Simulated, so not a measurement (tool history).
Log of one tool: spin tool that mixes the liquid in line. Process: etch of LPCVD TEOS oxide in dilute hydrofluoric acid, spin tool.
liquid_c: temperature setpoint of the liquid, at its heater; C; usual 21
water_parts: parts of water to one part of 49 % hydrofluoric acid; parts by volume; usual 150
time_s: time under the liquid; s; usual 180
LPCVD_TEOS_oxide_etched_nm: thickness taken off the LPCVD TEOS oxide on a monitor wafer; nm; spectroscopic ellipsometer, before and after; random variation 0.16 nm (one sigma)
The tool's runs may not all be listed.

run	hour	liquid_c	water_parts	time_s	read-back film thickness of the LPCVD TEOS oxide reference wafer, read on the same gauge (nm)	LPCVD_TEOS_oxide_etched_nm
1	0	21	150	180	50.03	16.13
2	35	21	150	180	50.01	16.12
3	92.6	21	150	180	50.05	16.05
4	163.9	21	150	180	50.02	15.74
5	221.4	21	150	180	50.01	16.24
6	250.8	24	150	180	49.96	18.41
7	319.6	21	150	180	49.97	15.94
8	356	21	150	180	50	15.79
9	417.7	21	150	180	50.01	15.97
10	472.6	21	205	180	50	11.03
11	542.2	21	150	245	49.99	21.68
# hour 547.9: gauge calibrated
# hour 569.2: hydrofluoric acid flow meter replaced
12	591	21	200	180	49.98	11.38
13	632.5	23	150	150	50.03	14.18
14	681.7	19.5	150	180	50.01	14.87
15	717.7	22.5	170	275	49.99	22.08
16	754.5	21	150	180	50.03	15.73
17	819.1	17	185	260	50.05	14.91
18	852.7	21	150	180	50.02	15.69
# hour 895.7: thermometer replaced
19	923.9	21	150	180	50	17.23
20	950.9	21	190	240	50.03	17.72
21	1003.8	21	150	180	50.02	17.7
22	1028.6	21	150	95	49.98	9.31
23	1094.4	21	150	255	50.01	24.53

The next listed run, before its measurement:
24	1280.5	21	185	215	?	?

{"run 24": {"read-back film thickness of the LPCVD TEOS oxide reference wafer, read on the same gauge (nm)": 49.95, "LPCVD_TEOS_oxide_etched_nm": 16.24}}
Without the tool's hidden state the same run would have given LPCVD_TEOS_oxide_etched_nm 16.52 nm.

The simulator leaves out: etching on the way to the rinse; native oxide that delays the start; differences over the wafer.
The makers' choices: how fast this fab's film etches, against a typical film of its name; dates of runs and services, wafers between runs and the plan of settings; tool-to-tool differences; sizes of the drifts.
